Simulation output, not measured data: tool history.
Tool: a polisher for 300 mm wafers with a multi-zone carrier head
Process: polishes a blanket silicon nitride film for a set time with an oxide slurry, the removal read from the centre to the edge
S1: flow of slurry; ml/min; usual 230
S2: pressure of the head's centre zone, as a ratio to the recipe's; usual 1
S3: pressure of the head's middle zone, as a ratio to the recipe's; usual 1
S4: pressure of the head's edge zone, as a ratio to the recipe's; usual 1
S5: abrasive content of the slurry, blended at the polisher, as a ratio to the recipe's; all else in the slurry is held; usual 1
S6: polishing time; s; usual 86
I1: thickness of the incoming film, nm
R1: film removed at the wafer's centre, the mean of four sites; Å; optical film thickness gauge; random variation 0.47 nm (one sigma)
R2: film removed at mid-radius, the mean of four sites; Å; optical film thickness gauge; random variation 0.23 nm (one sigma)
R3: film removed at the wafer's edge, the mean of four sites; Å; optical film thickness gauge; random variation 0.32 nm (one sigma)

{"run": 1, "hour": 0.0, "S1": 230, "S2": 1, "S3": 1, "S4": 1.11, "S5": 1, "S6": 86, "I1": 474.4, "R1": 375, "R2": 386, "R3": 414}
{"run": 2, "hour": 13.3, "S1": 175, "S2": 1, "S3": 1.05, "S4": 1, "S5": 1, "S6": 104, "I1": 478.6, "R1": 440, "R2": 463, "R3": 471}
{"run": 3, "hour": 25.9, "S1": 230, "S2": 0.96, "S3": 1.05, "S4": 1, "S5": 1, "S6": 86, "I1": 489.4, "R1": 358, "R2": 397, "R3": 400}
{"run": 4, "hour": 43.8, "S1": 305, "S2": 1, "S3": 1, "S4": 0.96, "S5": 1, "S6": 86, "I1": 484.4, "R1": 376, "R2": 392, "R3": 395}
{"run": 5, "hour": 53.8, "S1": 230, "S2": 1.06, "S3": 1, "S4": 1.08, "S5": 1, "S6": 114, "I1": 477, "R1": 541, "R2": 508, "R3": 545}
{"hour": 61.8, "done": "edge zone pressure recalibrated"}
{"run": 6, "hour": 67.0, "S1": 230, "S2": 0.9, "S3": 1, "S4": 0.97, "S5": 1, "S6": 71, "I1": 474.9, "R1": 275, "R2": 317, "R3": 330}
{"hour": 76.8, "done": "worn pad replaced by a new one"}
{"run": 7, "hour": 83.3, "S1": 230, "S2": 1, "S3": 1, "S4": 1, "S5": 1, "S6": 86, "I1": 486.7, "R1": 368, "R2": 383, "R3": 404}
{"run": 8, "hour": 97.0, "S1": 230, "S2": 1.06, "S3": 1, "S4": 1.08, "S5": 1, "S6": 114, "I1": 476.4, "R1": 521, "R2": 507, "R3": 556}
{"run": 9, "hour": 114.8, "S1": 230, "S2": 1, "S3": 0.94, "S4": 1, "S5": 1, "S6": 86, "I1": 485.1, "R1": 368, "R2": 365, "R3": 398}
{"run": 10, "hour": 122.1, "S1": 210, "S2": 0.96, "S3": 0.93, "S4": 1.04, "S5": 1, "S6": 86, "I1": 483.5, "R1": 353, "R2": 359, "R3": 401}
{"run": 11, "hour": 129.1, "S1": 230, "S2": 1, "S3": 1, "S4": 1, "S5": 1, "S6": 100, "I1": 475.2, "R1": 435, "R2": 453, "R3": 463}
{"run": 12, "hour": 138.1, "S1": 230, "S2": 1, "S3": 1, "S4": 1.03, "S5": 1, "S6": 86, "I1": 477.2, "R1": 373, "R2": 383, "R3": 400}
{"run": 13, "hour": 154.8, "S1": 280, "S2": 1, "S3": 1, "S4": 1, "S5": 1, "S6": 86, "I1": 485.2, "R1": 380, "R2": 396, "R3": 406}
{"run": 14, "hour": 172.7, "S1": 290, "S2": 1, "S3": 1, "S4": 1, "S5": 1, "S6": 86, "I1": 487.3, "R1": 377, "R2": 393, "R3": 403}
{"run": 15, "hour": 189.3, "S1": 230, "S2": 1, "S3": 0.92, "S4": 1.06, "S5": 1, "S6": 86, "I1": 478, "R1": 359, "R2": 358, "R3": 415}
{"run": 16, "hour": 206.4, "S1": 230, "S2": 0.94, "S3": 1, "S4": 1, "S5": 0.85, "S6": 86, "I1": 480.2, "R1": 306, "R2": 343, "R3": 356}
{"run": 17, "hour": 218.9, "S1": 230, "S2": 1, "S3": 1, "S4": 1, "S5": 1, "S6": 86, "I1": 482.7, "R1": 360, "R2": 387, "R3": 403}
{"run": 18, "hour": 229.2, "S1": 275, "S2": 1, "S3": 1.09, "S4": 1, "S5": 1, "S6": 86, "I1": 487.1, "R1": 363, "R2": 426, "R3": 405}
{"run": 19, "hour": 247.0, "S1": 270, "S2": 1, "S3": 1.09, "S4": 1, "S5": 1, "S6": 86, "I1": 481.9, "R1": 356, "R2": 418, "R3": 401}
{"run": 20, "hour": 254.6, "S1": 230, "S2": 1, "S3": 1.07, "S4": 0.89, "S5": 1.25, "S6": 86, "I1": 479, "R1": 408, "R2": 461, "R3": 430}
{"hour": 261.3, "done": "worn pad replaced by a new one"}
{"run": 21, "hour": 264.6, "S1": 230, "S2": 0.92, "S3": 1, "S4": 1, "S5": 1, "S6": 69, "I1": 479.2, "R1": 264, "R2": 309, "R3": 318}
{"run": 22, "hour": 277.6, "S1": 230, "S2": 1, "S3": 1, "S4": 1, "S5": 1, "S6": 86, "I1": 485.7, "R1": 360, "R2": 382, "R3": 397}
{"run": 23, "hour": 285.6, "S1": 300, "S2": 1, "S3": 1, "S4": 1.11, "S5": 1, "S6": 86, "I1": 481.4, "R1": 372, "R2": 393, "R3": 430}

3 ways to go on from here, each from the tool as it stands after run 23. What would each give?
{"run": "A", "hour": 286.1, "S1": 230, "S2": 1, "S3": 1.09, "S4": 1, "S5": 1, "S6": 86, "I1": 480.9, "R1": "?", "R2": "?", "R3": "?"}
{"run": "B", "hour": 286.1, "S1": 230, "S2": 1, "S3": 1, "S4": 1, "S5": 0.8, "S6": 86, "I1": 480.9, "R1": "?", "R2": "?", "R3": "?"}
{"run": "C", "hour": 286.1, "S1": 195, "S2": 1.1, "S3": 1, "S4": 1, "S5": 1.1, "S6": 112, "I1": 480.9, "R1": "?", "R2": "?", "R3": "?"}

run=A R1=353 R2=415 R3=403
run=B R1=299 R2=326 R3=342
run=C R1=523 R2=520 R3=548
Without the tool's hidden state the same runs would have given:
run=A R1=380 R2=415 R3=403
run=B R1=322 R2=326 R3=342
run=C R1=562 R2=520 R3=548
